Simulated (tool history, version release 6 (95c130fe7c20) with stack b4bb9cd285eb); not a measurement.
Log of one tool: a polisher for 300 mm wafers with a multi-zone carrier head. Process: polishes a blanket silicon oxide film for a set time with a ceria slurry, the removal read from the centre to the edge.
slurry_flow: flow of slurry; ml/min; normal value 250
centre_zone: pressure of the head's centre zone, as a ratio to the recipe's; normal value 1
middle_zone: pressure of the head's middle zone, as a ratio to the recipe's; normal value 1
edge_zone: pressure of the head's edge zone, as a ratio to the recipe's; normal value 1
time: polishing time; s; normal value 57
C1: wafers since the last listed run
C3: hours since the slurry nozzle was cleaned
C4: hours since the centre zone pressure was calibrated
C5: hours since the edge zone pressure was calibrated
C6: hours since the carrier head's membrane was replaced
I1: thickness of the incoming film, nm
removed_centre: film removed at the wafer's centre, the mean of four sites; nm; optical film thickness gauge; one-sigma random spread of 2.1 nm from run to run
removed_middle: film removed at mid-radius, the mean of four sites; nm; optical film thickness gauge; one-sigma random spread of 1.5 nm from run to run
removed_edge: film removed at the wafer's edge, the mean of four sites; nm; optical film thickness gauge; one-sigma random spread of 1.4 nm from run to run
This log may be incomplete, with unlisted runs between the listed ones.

{"run": 1, "day": 0.0, "slurry_flow": 250, "centre_zone": 1.09, "middle_zone": 1, "edge_zone": 1, "time": 57, "C1": 0, "wafers polished on this pad": 1145, "C3": 453.8, "C4": 342.9, "C5": 174.1, "C6": 491.6, "I1": 1079.8, "removed_centre": 200.6, "removed_middle": 196.7, "removed_edge": 200.2}
{"day": 1.071, "done": "slurry nozzle cleaned"}
{"run": 2, "day": 3.875, "slurry_flow": 250, "centre_zone": 1.09, "middle_zone": 1, "edge_zone": 1, "time": 57, "C1": 1057, "wafers polished on this pad": 2202, "C3": 67.3, "C4": 435.9, "C5": 267.1, "C6": 584.6, "I1": 1067.2, "removed_centre": 216.1, "removed_middle": 208.3, "removed_edge": 204.7}
{"day": 7.888, "done": "worn pad replaced by a new one"}
{"run": 3, "day": 8.096, "slurry_flow": 250, "centre_zone": 1.09, "middle_zone": 1, "edge_zone": 1, "time": 57, "C1": 1117, "wafers polished on this pad": 57, "C3": 168.6, "C4": 537.2, "C5": 368.4, "C6": 685.9, "I1": 1065, "removed_centre": 233.6, "removed_middle": 218.2, "removed_edge": 217.2}
{"day": 9.975, "done": "centre zone pressure recalibrated"}
{"run": 4, "day": 9.996, "slurry_flow": 250, "centre_zone": 1, "middle_zone": 1, "edge_zone": 1, "time": 57, "C1": 500, "wafers polished on this pad": 558, "C3": 214.2, "C4": 0.5, "C5": 414, "C6": 731.5, "I1": 1061.5, "removed_centre": 211.9, "removed_middle": 220, "removed_edge": 216.8}
{"run": 5, "day": 11.938, "slurry_flow": 250, "centre_zone": 1, "middle_zone": 1, "edge_zone": 1, "time": 57, "C1": 535, "wafers polished on this pad": 1093, "C3": 260.8, "C4": 47.1, "C5": 460.6, "C6": 778.1, "I1": 1071.3, "removed_centre": 204.5, "removed_middle": 213.5, "removed_edge": 215.3}
{"run": 6, "day": 14.858, "slurry_flow": 250, "centre_zone": 1, "middle_zone": 1, "edge_zone": 1, "time": 57, "C1": 805, "wafers polished on this pad": 1898, "C3": 330.9, "C4": 117.2, "C5": 530.7, "C6": 848.2, "I1": 1099.4, "removed_centre": 199, "removed_middle": 207.2, "removed_edge": 205.2}
{"run": 7, "day": 16.717, "slurry_flow": 250, "centre_zone": 1, "middle_zone": 1, "edge_zone": 1, "time": 57, "C1": 512, "wafers polished on this pad": 2411, "C3": 375.5, "C4": 161.8, "C5": 575.3, "C6": 892.8, "I1": 1079.2, "removed_centre": 193, "removed_middle": 199.3, "removed_edge": 198.8}
{"day": 17.925, "done": "worn pad replaced by a new one"}
{"run": 8, "day": 19.15, "slurry_flow": 250, "centre_zone": 0.95, "middle_zone": 1, "edge_zone": 1.06, "time": 57, "C1": 625, "wafers polished on this pad": 337, "C3": 433.9, "C4": 220.2, "C5": 633.7, "C6": 951.2, "I1": 1091.5, "removed_centre": 191.2, "removed_middle": 209.3, "removed_edge": 217.1}
{"day": 22.288, "done": "slurry nozzle cleaned"}
{"run": 9, "day": 23.425, "slurry_flow": 250, "centre_zone": 0.95, "middle_zone": 1, "edge_zone": 1.06, "time": 57, "C1": 1167, "wafers polished on this pad": 1505, "C3": 27.3, "C4": 322.8, "C5": 736.3, "C6": 1053.8, "I1": 1072.2, "removed_centre": 196.9, "removed_middle": 214.5, "removed_edge": 219.8}
{"run": 10, "day": 25.025, "slurry_flow": 250, "centre_zone": 1.04, "middle_zone": 1, "edge_zone": 1, "time": 57, "C1": 441, "wafers polished on this pad": 1946, "C3": 65.7, "C4": 361.2, "C5": 774.7, "C6": 1092.2, "I1": 1058.5, "removed_centre": 211.7, "removed_middle": 213, "removed_edge": 210.6}
{"day": 25.421, "done": "carrier head's membrane replaced by a new one"}
{"run": 11, "day": 26.875, "slurry_flow": 250, "centre_zone": 1.09, "middle_zone": 1, "edge_zone": 1, "time": 57, "C1": 452, "wafers polished on this pad": 2399, "C3": 110.1, "C4": 405.6, "C5": 819.1, "C6": 34.9, "I1": 1078.2, "removed_centre": 216.7, "removed_middle": 206.2, "removed_edge": 205.4}
{"day": 28.183, "done": "worn pad replaced by a new one"}
{"run": 12, "day": 29.538, "slurry_flow": 220, "centre_zone": 0.97, "middle_zone": 1.06, "edge_zone": 1, "time": 44, "C1": 688, "wafers polished on this pad": 373, "C3": 174, "C4": 469.5, "C5": 883, "C6": 98.8, "I1": 1079, "removed_centre": 154.2, "removed_middle": 175.9, "removed_edge": 165.1}
{"run": 13, "day": 32.512, "slurry_flow": 250, "centre_zone": 1, "middle_zone": 1, "edge_zone": 1, "time": 57, "C1": 820, "wafers polished on this pad": 1193, "C3": 245.4, "C4": 540.9, "C5": 954.4, "C6": 170.2, "I1": 1063, "removed_centre": 209.3, "removed_middle": 216, "removed_edge": 212.8}
{"day": 33.592, "done": "edge zone pressure recalibrated"}
{"run": 14, "day": 34.129, "slurry_flow": 200, "centre_zone": 1, "middle_zone": 0.96, "edge_zone": 1.11, "time": 57, "C1": 422, "wafers polished on this pad": 1616, "C3": 284.2, "C4": 579.7, "C5": 12.9, "C6": 209, "I1": 1081.2, "removed_centre": 195.4, "removed_middle": 194, "removed_edge": 214.1}
{"day": 35.133, "done": "centre zone pressure recalibrated"}
{"day": 39.025, "done": "worn pad replaced by a new one"}
{"run": 15, "day": 39.054, "slurry_flow": 280, "centre_zone": 1.06, "middle_zone": 1.05, "edge_zone": 1.06, "time": 57, "C1": 1289, "wafers polished on this pad": 8, "C3": 402.4, "C4": 94.1, "C5": 131.1, "C6": 327.2, "I1": 1094.2, "removed_centre": 219.2, "removed_middle": 221.1, "removed_edge": 220.9}
{"day": 41.233, "done": "slurry nozzle cleaned"}
{"run": 16, "day": 42.758, "slurry_flow": 250, "centre_zone": 1, "middle_zone": 1, "edge_zone": 1, "time": 57, "C1": 1009, "wafers polished on this pad": 1017, "C3": 36.6, "C4": 183, "C5": 220, "C6": 416.1, "I1": 1084.4, "removed_centre": 210.8, "removed_middle": 218.4, "removed_edge": 217.3}
{"run": 17, "day": 46.688, "slurry_flow": 210, "centre_zone": 1.12, "middle_zone": 1.11, "edge_zone": 0.93, "time": 57, "C1": 1083, "wafers polished on this pad": 2101, "C3": 130.9, "C4": 277.3, "C5": 314.3, "C6": 510.4, "I1": 1079.6, "removed_centre": 218.7, "removed_middle": 219.7, "removed_edge": 197}
{"run": 18, "day": 48.771, "slurry_flow": 250, "centre_zone": 1, "middle_zone": 1, "edge_zone": 1, "time": 57, "C1": 574, "wafers polished on this pad": 2675, "C3": 180.9, "C4": 327.3, "C5": 364.3, "C6": 560.4, "I1": 1070.4, "removed_centre": 195.1, "removed_middle": 201.1, "removed_edge": 201.2}
{"day": 49.108, "done": "worn pad replaced by a new one"}
{"run": 19, "day": 53.162, "slurry_flow": 250, "centre_zone": 1, "middle_zone": 1, "edge_zone": 0.92, "time": 57, "C1": 1165, "wafers polished on this pad": 1117, "C3": 286.3, "C4": 432.7, "C5": 469.7, "C6": 665.8, "I1": 1073.7, "removed_centre": 205.3, "removed_middle": 211.1, "removed_edge": 204.4}

For each run, what was the tool's unlogged condition?
deviation of the centre zone's pressure from its setpoint, %: 0 at every run
deviation of the edge zone's pressure from its setpoint, %: 0 at every run
H1: removal rate lost through wear of the pad, %
H2: slurry flow missing at the pad, %
run=1 H1=3.62 H2=40.1
run=2 H1=7.53 H2=1.52
run=3 H1=0.64 H2=5.54
run=4 H1=1 H2=8.47
run=5 H1=2 H2=12.2
run=6 H1=4.66 H2=19.2
run=7 H1=7.1 H2=24.5
run=8 H1=0.593 H2=32.4
run=9 H1=2.98 H2=3.8
run=10 H1=4.65 H2=4.4
run=11 H1=7.11 H2=5.71
run=12 H1=0.683 H2=8.76
run=13 H1=2.09 H2=13.8
run=14 H1=3.46 H2=17.3
run=15 H1=0.866 H2=30.9
run=16 H1=2.02 H2=5.58
run=17 H1=5.74 H2=8.24
run=18 H1=8.74 H2=10.9
run=19 H1=2.7 H2=19.1

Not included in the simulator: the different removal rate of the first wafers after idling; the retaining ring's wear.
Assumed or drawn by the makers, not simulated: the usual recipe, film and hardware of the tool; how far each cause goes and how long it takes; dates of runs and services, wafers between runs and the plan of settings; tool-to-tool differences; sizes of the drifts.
